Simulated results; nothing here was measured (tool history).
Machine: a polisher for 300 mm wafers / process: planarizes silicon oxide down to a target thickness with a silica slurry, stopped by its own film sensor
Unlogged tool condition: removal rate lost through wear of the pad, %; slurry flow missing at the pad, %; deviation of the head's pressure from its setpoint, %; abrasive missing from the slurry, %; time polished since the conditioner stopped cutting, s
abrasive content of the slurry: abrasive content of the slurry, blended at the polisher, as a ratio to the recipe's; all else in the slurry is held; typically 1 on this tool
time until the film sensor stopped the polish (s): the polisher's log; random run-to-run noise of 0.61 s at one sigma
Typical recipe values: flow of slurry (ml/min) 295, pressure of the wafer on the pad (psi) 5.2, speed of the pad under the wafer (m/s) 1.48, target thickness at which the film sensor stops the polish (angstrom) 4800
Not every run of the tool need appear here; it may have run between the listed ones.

run	hour	flow of slurry (ml/min)	pressure of the wafer on the pad (psi)	speed of the pad under the wafer (m/s)	abrasive content of the slurry	target thickness at which the film sensor stops the polish (angstrom)	wafers since the last listed run	wafers polished on this pad	hours since the slurry nozzle was cleaned	hours since the head pressure was calibrated	hours since the slurry blender was calibrated	hours since the conditioning disc was replaced	incoming thickness of the incoming film, nm	time until the film sensor stopped the polish (s)
1	0	240	3.7	1.48	1	3610	0	1206	303.3	1048	263.1	28.4	852.6	114.4
2	30.7	295	5.2	1.48	1	4800	365	1572	334	1078.7	293.8	59.1	835.7	57.3
3	61.9	295	5.2	1.48	0.75	3640	371	1944	365.2	1109.9	325	90.3	849.7	93.4
# hour 88.5: slurry blender recalibrated
4	94.8	295	7	1.14	1.2	4800	368	2312	398.1	1142.8	6.3	123.2	826.8	47.2
5	115.4	295	5.2	1.48	1	5960	245	2557	418.7	1163.4	26.9	143.8	839.5	38.6
6	132.3	295	5.2	1.48	0.85	4800	201	2758	435.6	1180.3	43.8	160.7	848.2	65.2
# hour 152.2: worn pad replaced by a new one
7	152.7	295	5.2	1.48	1	5170	195	5	456	1200.7	64.2	181.1	827.1	49.8
8	165.9	295	4.7	1.48	1	4230	157	162	469.2	1213.9	77.4	194.3	837	74.8
# hour 168: head pressure recalibrated
9	182.5	295	5.2	1.48	1	4800	173	336	485.8	14.5	94	210.9	835.8	57.7
# hour 190.8: conditioning disc replaced and pad reconditioned
10	209.7	295	5.2	1.48	1	4800	300	637	513	41.7	121.2	18.9	838.5	57.9
11	239.3	215	5.2	1.9	1	4800	352	989	542.6	71.3	150.8	48.5	843.9	50.9
12	257	390	5.2	1.48	1	3900	210	1200	560.3	89	168.5	66.2	835.1	69.6
13	279.2	295	5.2	1.48	1	4210	264	1464	582.5	111.2	190.7	88.4	837.2	67.6
14	313.1	295	5.2	1.48	1	4800	403	1868	616.4	145.1	224.6	122.3	840	59.5
15	325.6	295	6.9	1.48	1.1	4800	148	2017	628.9	157.6	237.1	134.8	832.1	41.3
16	340	295	5.2	1.66	1.25	4800	171	2189	643.3	172	251.5	149.2	848.8	49.2
17	365.6	295	5.8	1.26	1.25	4800	304	2493	668.9	197.6	277.1	174.8	832.1	52.7
# hour 370.2: worn pad replaced by a new one
18	378.8	390	4.6	1.48	1	4800	109	102	682.1	210.8	290.3	188	828.7	61.9
19	407.6	385	3.5	1.8	1	4800	343	445	710.9	239.6	319.1	216.8	842	73
20	424.9	295	5.2	1.48	0.8	4800	206	651	728.2	256.9	336.4	234.1	841.4	65.2
# hour 438.6: slurry blender recalibrated
21	439.9	295	5.2	1.48	1	4800	154	805	743.2	271.9	1.3	249.1	841.5	58
# hour 450.7: conditioning disc replaced and pad reconditioned
22	453.6	295	5.2	1.48	1	4800	139	945	756.9	285.6	15	2.9	822.1	56.6
23	468.5	200	5.2	1.34	1	4800	177	1122	771.8	300.5	29.9	17.8	827.2	64.5
# hour 481.2: slurry nozzle cleaned
24	483.8	295	5.2	1.82	1	4800	170	1293	2.6	315.8	45.2	33.1	833.7	47.8
25	503	295	5.2	1.48	1	4800	228	1521	21.8	335	64.4	52.3	843.7	59.7

Below are 5 alternative next runs, each starting from the tool's condition after run 25. Predict each:
A	503.4	295	5.2	1.48	1	4800	4	1526	22.2	335.4	64.8	52.7	859.4	?
B	503.4	200	6	1.48	1	4800	4	1526	22.2	335.4	64.8	52.7	859.4	?
C	503.4	295	5.2	1.48	1.15	4800	4	1526	22.2	335.4	64.8	52.7	859.4	?
D	503.4	295	4.7	1.48	1	3550	4	1526	22.2	335.4	64.8	52.7	859.4	?
E	503.4	400	4.2	1.48	0.85	3790	4	1526	22.2	335.4	64.8	52.7	859.4	?

run	time until the film sensor stopped the polish (s)
A	60.8
B	55.4
C	56.7
D	89.4
E	101.7
Had the tool no hidden state, the same runs would have come out as:
run	time until the film sensor stopped the polish (s)
A	60.8
B	55.4
C	56.7
D	89.4
E	101.7
